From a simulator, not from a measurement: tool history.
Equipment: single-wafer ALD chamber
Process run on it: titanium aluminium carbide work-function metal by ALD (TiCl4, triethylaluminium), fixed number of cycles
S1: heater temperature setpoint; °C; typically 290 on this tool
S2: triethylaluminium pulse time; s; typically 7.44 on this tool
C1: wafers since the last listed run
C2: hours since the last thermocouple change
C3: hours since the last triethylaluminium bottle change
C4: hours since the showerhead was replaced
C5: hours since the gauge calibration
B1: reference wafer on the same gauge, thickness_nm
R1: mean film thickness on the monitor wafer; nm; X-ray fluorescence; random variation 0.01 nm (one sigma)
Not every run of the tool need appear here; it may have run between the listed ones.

run	day	S1	S2	C1	C2	C3	C4	C5	B1	R1
1	0	290	7.44	0	2855.7	987.1	5283.4	178.9	1.674	1.46
2	0.408	290	7.44	67	2865.5	996.9	5293.2	188.7	1.671	1.449
3	1.046	293	7.44	105	2880.8	1012.2	5308.5	204	1.671	1.464
4	1.367	293	7.44	53	2888.5	1019.9	5316.2	211.7	1.673	1.472
5	1.75	293	7.44	63	2897.7	1029.1	5325.4	220.9	1.669	1.45
6	2.388	290	7.44	105	2913	1044.4	5340.7	236.2	1.67	1.425
7	2.662	290	7.44	45	2919.6	1051	5347.3	242.8	1.676	1.422
8	2.921	301	7.44	42	2925.8	1057.2	5353.5	249	1.664	1.499
9	3.483	290	7.44	93	2939.3	1070.7	5367	262.5	1.675	1.43
10	4.138	290	7.44	108	2955	1086.4	5382.7	278.2	1.671	1.406
# day 5.079: triethylaluminium bottle replaced
11	5.1	290	7.44	104	2978.1	0.5	5405.8	301.3	1.666	1.726
12	5.175	290	7.44	12	2979.9	2.3	5407.6	303.1	1.673	1.731
13	5.767	290	7.44	98	2994.1	16.5	5421.8	317.3	1.672	1.735
14	6.512	290	7.44	123	3012	34.4	5439.7	335.2	1.674	1.735
15	7.138	282	6.46	103	3027	49.4	5454.7	350.2	1.672	1.559
# day 7.217: gauge calibrated
16	7.462	290	9.29	53	3034.8	57.2	5462.5	5.9	1.665	1.822
17	8.075	280	8.98	101	3049.5	71.9	5477.2	20.6	1.67	1.734
18	8.433	303	5.9	59	3058.1	80.5	5485.8	29.2	1.67	1.596
# day 9.429: thermocouple changed; heater temperature recalibrated
19	9.45	290	6.23	113	0.5	104.9	5510.2	53.6	1.667	1.557
20	9.475	290	7.44	4	1.1	105.5	5510.8	54.2	1.672	1.74
21	9.946	290	7.44	78	12.4	116.8	5522.1	65.5	1.669	1.71
# day 11.446: showerhead replaced
22	12.033	290	7.44	291	62.5	166.9	14.1	115.6	1.668	1.699
23	12.454	276	9.68	69	72.6	177	24.2	125.7	1.668	1.704
24	13.762	296	5.86	217	104	208.4	55.6	157.1	1.668	1.496
25	14.15	298	8.43	64	113.3	217.7	64.9	166.4	1.672	1.867
26	14.608	301	7.44	76	124.3	228.7	75.9	177.4	1.674	1.78
27	15.208	276	10.19	99	138.7	243.1	90.3	191.8	1.673	1.717
28	15.779	301	4.82	94	152.4	256.8	104	205.5	1.666	1.188
29	16.296	290	7.44	85	164.8	269.2	116.4	217.9	1.666	1.699

Alternative continuations, all from the tool just after run 29; predict every row:
A	16.312	286	7.44	2	165.2	269.6	116.8	218.3	?	?
B	16.312	300	8.55	2	165.2	269.6	116.8	218.3	?	?
C	16.312	283	5.71	2	165.2	269.6	116.8	218.3	?	?

run	B1	R1
A	1.67	1.655
B	1.67	1.871
C	1.67	1.347
What these runs would have given with no unlogged condition in the tool:
run	R1
A	1.718
B	1.918
C	1.444
